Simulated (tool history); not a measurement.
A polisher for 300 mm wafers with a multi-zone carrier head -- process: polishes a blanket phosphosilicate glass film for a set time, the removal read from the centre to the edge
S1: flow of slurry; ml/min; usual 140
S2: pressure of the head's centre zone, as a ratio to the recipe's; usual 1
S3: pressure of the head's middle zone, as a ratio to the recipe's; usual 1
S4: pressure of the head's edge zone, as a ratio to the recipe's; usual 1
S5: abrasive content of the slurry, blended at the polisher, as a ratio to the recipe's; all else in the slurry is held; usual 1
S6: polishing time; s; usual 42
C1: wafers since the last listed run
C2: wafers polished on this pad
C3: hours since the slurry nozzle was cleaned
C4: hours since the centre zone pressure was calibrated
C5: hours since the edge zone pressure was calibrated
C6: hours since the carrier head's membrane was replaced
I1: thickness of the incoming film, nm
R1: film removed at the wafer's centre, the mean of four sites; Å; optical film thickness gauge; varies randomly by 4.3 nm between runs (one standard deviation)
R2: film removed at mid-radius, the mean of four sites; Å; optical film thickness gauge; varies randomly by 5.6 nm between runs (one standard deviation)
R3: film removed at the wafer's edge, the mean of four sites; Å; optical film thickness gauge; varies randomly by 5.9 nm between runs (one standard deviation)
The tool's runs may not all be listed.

Run 1, hour 0: usual settings but S3 0.97, S5 0.85; C1 0; C2 1594; C3 182.5; C4 342.1; C5 487.7; C6 971.6; I1 4707.6. Result: R1 4574 Å, R2 4504 Å, R3 4408 Å.
Run 2, hour 86.3: usual settings but S3 0.97, S5 0.85; C1 961; C2 2556; C3 268.8; C4 428.4; C5 574; C6 1057.9; I1 4591. Result: R1 4604 Å, R2 4455 Å, R3 4458 Å.
At hour 107.2: worn pad replaced by a new one.
Run 3, hour 127.8: usual settings but S5 0.9; C1 417; C2 229; C3 310.3; C4 469.9; C5 615.5; C6 1099.4; I1 4636.6. Result: R1 4700 Å, R2 4705 Å, R3 4574 Å.
Run 4, hour 200.9: usual settings; C1 814; C2 1043; C3 383.4; C4 543; C5 688.6; C6 1172.5; I1 4618.6. Result: R1 4970 Å, R2 4955 Å, R3 5064 Å.
At hour 291.4: edge zone pressure recalibrated.
At hour 397.7: worn pad replaced by a new one.
At hour 416.9: carrier head's membrane replaced by a new one.
Run 5, hour 439.7: usual settings; C1 2538; C2 412; C3 622.2; C4 781.8; C5 148.3; C6 22.8; I1 4637.8. Result: R1 4848 Å, R2 4884 Å, R3 4949 Å.
At hour 520.4: slurry nozzle cleaned.
Run 6, hour 545: usual settings; C1 1162; C2 1575; C3 24.6; C4 887.1; C5 253.6; C6 128.1; I1 4658.2. Result: R1 4534 Å, R2 4562 Å, R3 4603 Å.
Run 7, hour 581.8: usual settings; C1 410; C2 1985; C3 61.4; C4 923.9; C5 290.4; C6 164.9; I1 4650.1. Result: R1 4567 Å, R2 4617 Å, R3 4588 Å.
Run 8, hour 622.6: usual settings but S5 1.2; C1 454; C2 2439; C3 102.2; C4 964.7; C5 331.2; C6 205.7; I1 4659.1. Result: R1 4980 Å, R2 5033 Å, R3 5168 Å.
At hour 670.1: worn pad replaced by a new one.
Run 9, hour 707.1: usual settings but S1 170 ml/min, S5 1.2; C1 897; C2 412; C3 186.7; C4 1049.2; C5 415.7; C6 290.2; I1 4637.5. Result: R1 5202 Å, R2 5308 Å, R3 5269 Å.
Run 10, hour 756.3: usual settings but S2 1.06, S6 31 s; C1 548; C2 960; C3 235.9; C4 1098.4; C5 464.9; C6 339.4; I1 4682.8. Result: R1 3483 Å, R2 3379 Å, R3 3402 Å.
At hour 821.6: slurry nozzle cleaned, repeated, since the last time left the tool worse.
Run 11, hour 846.1: usual settings; C1 989; C2 1950; C3 24.5; C4 1188.2; C5 554.7; C6 429.2; I1 4636.3. Result: R1 5101 Å, R2 5160 Å, R3 4981 Å.
At hour 892.7: worn pad replaced by a new one.
Run 12, hour 942.4: usual settings but S2 1.1, S3 0.94, S5 1.25; C1 1028; C2 553; C3 120.8; C4 1284.5; C5 651; C6 525.5; I1 4609.8. Result: R1 6226 Å, R2 5405 Å, R3 5551 Å.
At hour 984.3: centre zone pressure recalibrated.
At hour 995.9: edge zone pressure recalibrated.
Run 13, hour 1037: usual settings but S3 1.05, S4 0.93, S5 0.75, S6 50 s; C1 1009; C2 1562; C3 215.4; C4 52.7; C5 41.1; C6 620.1; I1 4563.1. Result: R1 4895 Å, R2 5244 Å, R3 4710 Å.
Run 14, hour 1126.2: usual settings but S2 1.07, S5 1.15; C1 994; C2 2557; C3 304.6; C4 141.9; C5 130.3; C6 709.3; I1 4546. Result: R1 5787 Å, R2 5347 Å, R3 5379 Å.
At hour 1170.8: worn pad replaced by a new one.
Run 15, hour 1227.7: usual settings; C1 1086; C2 633; C3 406.1; C4 243.4; C5 231.8; C6 810.8; I1 4697.4. Result: R1 4996 Å, R2 4883 Å, R3 4846 Å.
Run 16, hour 1306.9: usual settings but S2 1.1, S4 0.9; C1 882; C2 1516; C3 485.3; C4 322.6; C5 311; C6 890; I1 4708. Result: R1 5411 Å, R2 5017 Å, R3 4657 Å.

Consider 5 possible next runs. They are alternatives, not a sequence: every one starts from the tool as it was left by run 16. What does each give?
Run A, hour 1307.3: usual settings; C1 4; C2 1520; C3 485.7; C4 323; C5 311.4; C6 890.4; I1 4696.9. Result: R1 ?, R2 ?, R3 ?.
Run B, hour 1307.3: usual settings but S1 170 ml/min, S5 0.8; C1 4; C2 1520; C3 485.7; C4 323; C5 311.4; C6 890.4; I1 4696.9. Result: R1 ?, R2 ?, R3 ?.
Run C, hour 1307.3: usual settings but S2 0.94, S4 1.03; C1 4; C2 1520; C3 485.7; C4 323; C5 311.4; C6 890.4; I1 4696.9. Result: R1 ?, R2 ?, R3 ?.
Run D, hour 1307.3: usual settings but S5 1.1; C1 4; C2 1520; C3 485.7; C4 323; C5 311.4; C6 890.4; I1 4696.9. Result: R1 ?, R2 ?, R3 ?.
Run E, hour 1307.3: usual settings but S1 165 ml/min, S2 0.97, S4 1.04, S5 0.75; C1 4; C2 1520; C3 485.7; C4 323; C5 311.4; C6 890.4; I1 4696.9. Result: R1 ?, R2 ?, R3 ?.

run    R1    R2    R3
  A  4906  4927  4774
  B  4487  4479  4282
  C  4609  4928  4838
  D  5167  5189  5028
  E  4122  4247  4140
The same runs, with their run-to-run variation unchanged, on a tool lacking any hidden condition would have given:
run    R1    R2    R3
  A  5116  5113  4901
  B  4642  4617  4377
  C  4807  5114  4966
  D  5388  5385  5161
  E  4270  4382  4235
